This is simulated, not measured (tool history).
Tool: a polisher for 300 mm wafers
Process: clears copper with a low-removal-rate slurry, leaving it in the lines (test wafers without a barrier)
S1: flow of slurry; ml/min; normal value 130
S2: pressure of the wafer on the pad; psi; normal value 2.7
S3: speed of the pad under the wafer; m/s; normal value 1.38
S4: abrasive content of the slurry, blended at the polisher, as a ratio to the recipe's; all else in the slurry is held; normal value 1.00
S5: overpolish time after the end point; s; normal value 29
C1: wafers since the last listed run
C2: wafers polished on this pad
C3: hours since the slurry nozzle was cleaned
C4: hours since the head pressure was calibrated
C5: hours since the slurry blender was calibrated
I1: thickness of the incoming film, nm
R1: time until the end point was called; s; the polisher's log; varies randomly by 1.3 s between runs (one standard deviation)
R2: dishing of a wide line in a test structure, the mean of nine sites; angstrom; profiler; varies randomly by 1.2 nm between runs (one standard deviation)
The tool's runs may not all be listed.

Run 1, hour 0.0: usual settings; C1 0; C2 308; C3 40.1; C4 470.5; C5 283.1; I1 474.6. Result: R1 133.1 s, R2 672 angstrom.
Run 2, hour 57.7: usual settings; C1 250; C2 559; C3 97.8; C4 528.2; C5 340.8; I1 474.0. Result: R1 137.4 s, R2 651 angstrom.
Run 3, hour 148.6: usual settings; C1 395; C2 954; C3 188.7; C4 619.1; C5 431.7; I1 473.0. Result: R1 136.7 s, R2 638 angstrom.
At hour 195.5: head pressure recalibrated.
Run 4, hour 220.5: usual settings; C1 303; C2 1257; C3 260.6; C4 25.0; C5 503.6; I1 475.1. Result: R1 140.0 s, R2 624 angstrom.
Run 5, hour 302.5: usual settings; C1 356; C2 1614; C3 342.6; C4 107.0; C5 585.6; I1 472.9. Result: R1 140.4 s, R2 616 angstrom.
At hour 336.4: slurry blender recalibrated.
Run 6, hour 398.9: usual settings but S5 38 s; C1 410; C2 2024; C3 439.0; C4 203.4; C5 62.5; I1 469.9. Result: R1 135.3 s, R2 792 angstrom.
Run 7, hour 474.4: usual settings; C1 328; C2 2352; C3 514.5; C4 278.9; C5 138.0; I1 475.9. Result: R1 143.1 s, R2 632 angstrom.
Run 8, hour 553.4: usual settings; C1 343; C2 2696; C3 593.5; C4 357.9; C5 217.0; I1 474.6. Result: R1 145.1 s, R2 624 angstrom.
At hour 594.5: slurry nozzle cleaned.
At hour 596.6: worn pad replaced by a new one.
Run 9, hour 627.4: usual settings; C1 307; C2 133; C3 32.9; C4 431.9; C5 291.0; I1 469.0. Result: R1 130.9 s, R2 646 angstrom.
Run 10, hour 676.2: usual settings; C1 212; C2 345; C3 81.7; C4 480.7; C5 339.8; I1 475.4. Result: R1 133.1 s, R2 655 angstrom.
Run 11, hour 759.7: usual settings; C1 362; C2 708; C3 165.2; C4 564.2; C5 423.3; I1 470.8. Result: R1 133.8 s, R2 630 angstrom.
At hour 796.3: head pressure recalibrated.
Run 12, hour 805.9: usual settings but S3 1.22 m/s, S4 1.10; C1 192; C2 900; C3 211.4; C4 9.6; C5 469.5; I1 480.7. Result: R1 152.3 s, R2 576 angstrom.
Run 13, hour 875.9: usual settings; C1 304; C2 1205; C3 281.4; C4 79.6; C5 539.5; I1 474.3. Result: R1 137.7 s, R2 644 angstrom.
Run 14, hour 959.5: usual settings but S1 160 ml/min, S3 1.64 m/s, S5 44 s; C1 363; C2 1568; C3 365.0; C4 163.2; C5 623.1; I1 484.6. Result: R1 115.7 s, R2 959 angstrom.
At hour 962.7: slurry blender recalibrated.
Run 15, hour 1025.2: usual settings but S2 3.1 psi, S3 1.80 m/s; C1 276; C2 1845; C3 430.7; C4 228.9; C5 62.5; I1 477.6. Result: R1 89.4 s, R2 893 angstrom.
Run 16, hour 1084.9: usual settings; C1 259; C2 2104; C3 490.4; C4 288.6; C5 122.2; I1 468.8. Result: R1 132.6 s, R2 647 angstrom.
Run 17, hour 1177.3: usual settings but S2 3.2 psi, S4 1.20; C1 401; C2 2506; C3 582.8; C4 381.0; C5 214.6; I1 476.4. Result: R1 114.3 s, R2 728 angstrom.
At hour 1185.7: slurry nozzle cleaned.
At hour 1228.9: worn pad replaced by a new one.
Run 18, hour 1236.1: usual settings but S1 160 ml/min, S2 2.4 psi, S3 1.84 m/s, S5 15 s; C1 233; C2 31; C3 50.4; C4 439.8; C5 273.4; I1 466.6. Result: R1 102.1 s, R2 465 angstrom.
Run 19, hour 1334.7: usual settings but S1 155 ml/min; C1 428; C2 459; C3 149.0; C4 538.4; C5 372.0; I1 468.5. Result: R1 126.0 s, R2 663 angstrom.
At hour 1369.6: head pressure recalibrated.
Run 20, hour 1424.3: usual settings but S2 1.8 psi, S3 1.00 m/s; C1 380; C2 840; C3 238.6; C4 54.7; C5 461.6; I1 482.3. Result: R1 281.5 s, R2 349 angstrom.
At hour 1673.1: slurry blender recalibrated.
Run 21, hour 1708.3: usual settings but S1 105 ml/min, S2 1.8 psi, S4 1.25, S5 36 s; C1 1225; C2 2066; C3 522.6; C4 338.7; C5 35.2; I1 475.3. Result: R1 202.4 s, R2 532 angstrom.
Run 22, hour 1814.7: usual settings; C1 462; C2 2528; C3 629.0; C4 445.1; C5 141.6; I1 471.3. Result: R1 139.3 s, R2 634 angstrom.
At hour 1855.1: slurry nozzle cleaned.
Run 23, hour 1905.8: usual settings but S1 115 ml/min; C1 391; C2 2920; C3 50.7; C4 536.2; C5 232.7; I1 477.7. Result: R1 149.4 s, R2 613 angstrom.
At hour 1912.5: worn pad replaced by a new one.
At hour 1944.4: head pressure recalibrated.
Run 24, hour 1975.4: usual settings; C1 276; C2 264; C3 120.3; C4 31.0; C5 302.3; I1 469.6. Result: R1 130.3 s, R2 662 angstrom.
Run 25, hour 2033.8: usual settings but S1 95 ml/min, S2 2.3 psi, S4 1.15, S5 42 s; C1 253; C2 518; C3 178.7; C4 89.4; C5 360.7; I1 482.9. Result: R1 164.7 s, R2 738 angstrom.
Run 26, hour 2122.2: usual settings but S1 95 ml/min, S4 1.10; C1 384; C2 902; C3 267.1; C4 177.8; C5 449.1; I1 476.5. Result: R1 145.8 s, R2 615 angstrom.
Run 27, hour 2191.6: usual settings but S3 1.02 m/s, S4 0.90; C1 301; C2 1204; C3 336.5; C4 247.2; C5 518.5; I1 472.3. Result: R1 190.0 s, R2 501 angstrom.
Run 28, hour 2251.9: usual settings but S5 16 s; C1 262; C2 1466; C3 396.8; C4 307.5; C5 578.8; I1 468.2. Result: R1 137.2 s, R2 373 angstrom.
At hour 2274.9: slurry blender recalibrated.
Run 29, hour 2359.4: usual settings; C1 458; C2 1924; C3 504.3; C4 415.0; C5 84.5; I1 474.3. Result: R1 133.5 s, R2 652 angstrom.

Predict each of these 3 candidate next runs independently; none follows another, all start after run 29:
Run A, hour 2359.9: usual settings; C1 2; C2 1927; C3 504.8; C4 415.5; C5 85.0; I1 478.2. Result: R1 ?, R2 ?.
Run B, hour 2359.9: usual settings but S1 160 ml/min, S2 3.3 psi, S3 0.92 m/s; C1 2; C2 1927; C3 504.8; C4 415.5; C5 85.0; I1 478.2. Result: R1 ?, R2 ?.
Run C, hour 2359.9: usual settings but S1 165 ml/min, S3 0.92 m/s; C1 2; C2 1927; C3 504.8; C4 415.5; C5 85.0; I1 478.2. Result: R1 ?, R2 ?.

run     R1   R2
  A  135.9  630
  B  160.6  559
  C  195.3  467
Stripped of hidden state, with their random variation kept, the same runs would have yielded:
run     R1   R2
  A  123.5  678
  B  145.9  605
  C  177.5  507
